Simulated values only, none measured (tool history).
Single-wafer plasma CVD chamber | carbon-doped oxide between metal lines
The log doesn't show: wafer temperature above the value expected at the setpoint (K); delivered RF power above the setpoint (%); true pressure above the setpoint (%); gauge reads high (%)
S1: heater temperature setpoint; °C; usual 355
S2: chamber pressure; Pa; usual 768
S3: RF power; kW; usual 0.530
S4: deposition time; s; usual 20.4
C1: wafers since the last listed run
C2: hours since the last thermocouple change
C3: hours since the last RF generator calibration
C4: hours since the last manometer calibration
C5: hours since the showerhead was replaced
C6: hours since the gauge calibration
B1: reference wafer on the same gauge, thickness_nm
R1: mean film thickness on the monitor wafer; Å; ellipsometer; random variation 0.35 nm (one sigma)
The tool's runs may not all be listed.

{"run": 1, "hour": 0.0, "S1": 355, "S2": 768, "S3": 0.53, "S4": 20.4, "C1": 0, "C2": 1220.5, "C3": 1292.8, "C4": 1747.0, "C5": 4389.1, "C6": 683.1, "B1": 131.652, "R1": 1148.64}
{"hour": 39.9, "done": "gauge calibrated"}
{"run": 2, "hour": 54.5, "S1": 355, "S2": 768, "S3": 0.53, "S4": 20.4, "C1": 2061, "C2": 1275.0, "C3": 1347.3, "C4": 1801.5, "C5": 4443.6, "C6": 14.6, "B1": 127.88, "R1": 1110.27}
{"run": 3, "hour": 106.8, "S1": 355, "S2": 768, "S3": 0.53, "S4": 20.4, "C1": 1978, "C2": 1327.3, "C3": 1399.6, "C4": 1853.8, "C5": 4495.9, "C6": 66.9, "B1": 127.801, "R1": 1113.43}
{"run": 4, "hour": 188.3, "S1": 355, "S2": 768, "S3": 0.53, "S4": 20.4, "C1": 3082, "C2": 1408.8, "C3": 1481.1, "C4": 1935.3, "C5": 4577.4, "C6": 148.4, "B1": 127.879, "R1": 1113.47}
{"run": 5, "hour": 282.3, "S1": 355, "S2": 768, "S3": 0.485, "S4": 20.4, "C1": 3555, "C2": 1502.8, "C3": 1575.1, "C4": 2029.3, "C5": 4671.4, "C6": 242.4, "B1": 128.321, "R1": 1049.25}
{"hour": 338.3, "done": "showerhead replaced"}
{"run": 6, "hour": 361.1, "S1": 355, "S2": 768, "S3": 0.485, "S4": 20.4, "C1": 2677, "C2": 1581.6, "C3": 1653.9, "C4": 2108.1, "C5": 22.8, "C6": 321.2, "B1": 128.7, "R1": 1047.95}
{"run": 7, "hour": 446.9, "S1": 355, "S2": 768, "S3": 0.485, "S4": 20.4, "C1": 3245, "C2": 1667.4, "C3": 1739.7, "C4": 2193.9, "C5": 108.6, "C6": 407.0, "B1": 129.029, "R1": 1049.8}
{"hour": 486.0, "done": "thermocouple changed; heater temperature recalibrated"}
{"run": 8, "hour": 516.3, "S1": 355, "S2": 768, "S3": 0.53, "S4": 20.4, "C1": 2322, "C2": 30.3, "C3": 1809.1, "C4": 2263.3, "C5": 178.0, "C6": 476.4, "B1": 129.362, "R1": 1129.09}
{"hour": 527.2, "done": "RF generator calibrated"}
{"run": 9, "hour": 607.1, "S1": 349, "S2": 641, "S3": 0.46, "S4": 16.9, "C1": 3131, "C2": 121.1, "C3": 79.9, "C4": 2354.1, "C5": 268.8, "C6": 567.2, "B1": 130.303, "R1": 836.07}
{"hour": 645.7, "done": "capacitance manometer re-zeroed and calibrated"}
{"run": 10, "hour": 673.9, "S1": 355, "S2": 768, "S3": 0.53, "S4": 20.4, "C1": 2223, "C2": 187.9, "C3": 146.7, "C4": 28.2, "C5": 335.6, "C6": 634.0, "B1": 130.692, "R1": 1139.57}
{"run": 11, "hour": 711.4, "S1": 364, "S2": 768, "S3": 0.43, "S4": 20.4, "C1": 1418, "C2": 225.4, "C3": 184.2, "C4": 65.7, "C5": 373.1, "C6": 671.5, "B1": 131.019, "R1": 937.15}
{"run": 12, "hour": 786.5, "S1": 355, "S2": 768, "S3": 0.53, "S4": 20.4, "C1": 2840, "C2": 300.5, "C3": 259.3, "C4": 140.8, "C5": 448.2, "C6": 746.6, "B1": 131.662, "R1": 1151.18}
{"hour": 787.7, "done": "gauge calibrated"}
{"run": 13, "hour": 890.7, "S1": 355, "S2": 768, "S3": 0.49, "S4": 20.4, "C1": 3941, "C2": 404.7, "C3": 363.5, "C4": 245.0, "C5": 552.4, "C6": 103.0, "B1": 128.028, "R1": 1053.48}
{"run": 14, "hour": 927.7, "S1": 355, "S2": 768, "S3": 0.485, "S4": 20.4, "C1": 1399, "C2": 441.7, "C3": 400.5, "C4": 282.0, "C5": 589.4, "C6": 140.0, "B1": 127.898, "R1": 1039.36}
{"run": 15, "hour": 1005.0, "S1": 347, "S2": 768, "S3": 0.6, "S4": 20.4, "C1": 2923, "C2": 519.0, "C3": 477.8, "C4": 359.3, "C5": 666.7, "C6": 217.3, "B1": 128.121, "R1": 1247.01}
{"run": 16, "hour": 1074.1, "S1": 355, "S2": 696, "S3": 0.53, "S4": 20.4, "C1": 2613, "C2": 588.1, "C3": 546.9, "C4": 428.4, "C5": 735.8, "C6": 286.4, "B1": 128.548, "R1": 1105.93}
{"run": 17, "hour": 1111.0, "S1": 355, "S2": 581, "S3": 0.53, "S4": 16.9, "C1": 1395, "C2": 625.0, "C3": 583.8, "C4": 465.3, "C5": 772.7, "C6": 323.3, "B1": 128.567, "R1": 900.94}

Some steps in R1 between neighbouring runs. How much of each would the tool show without its hidden state too (settings, what came in, random variation), and how much is left for the hidden state, with any gauge scatter that isn't in both results?
Run 9 -> 10: S1 349 -> 355, S2 641 -> 768, S3 0.460 -> 0.530, S4 16.9 -> 20.4, capacitance manometer re-zeroed and calibrated. R1 +303.50 Å: hidden state +9.80, all else +293.70.
Run 12 -> 13: S3 0.530 -> 0.490, gauge calibrated. R1 -97.70 Å: hidden state -33.74, all else -63.96.

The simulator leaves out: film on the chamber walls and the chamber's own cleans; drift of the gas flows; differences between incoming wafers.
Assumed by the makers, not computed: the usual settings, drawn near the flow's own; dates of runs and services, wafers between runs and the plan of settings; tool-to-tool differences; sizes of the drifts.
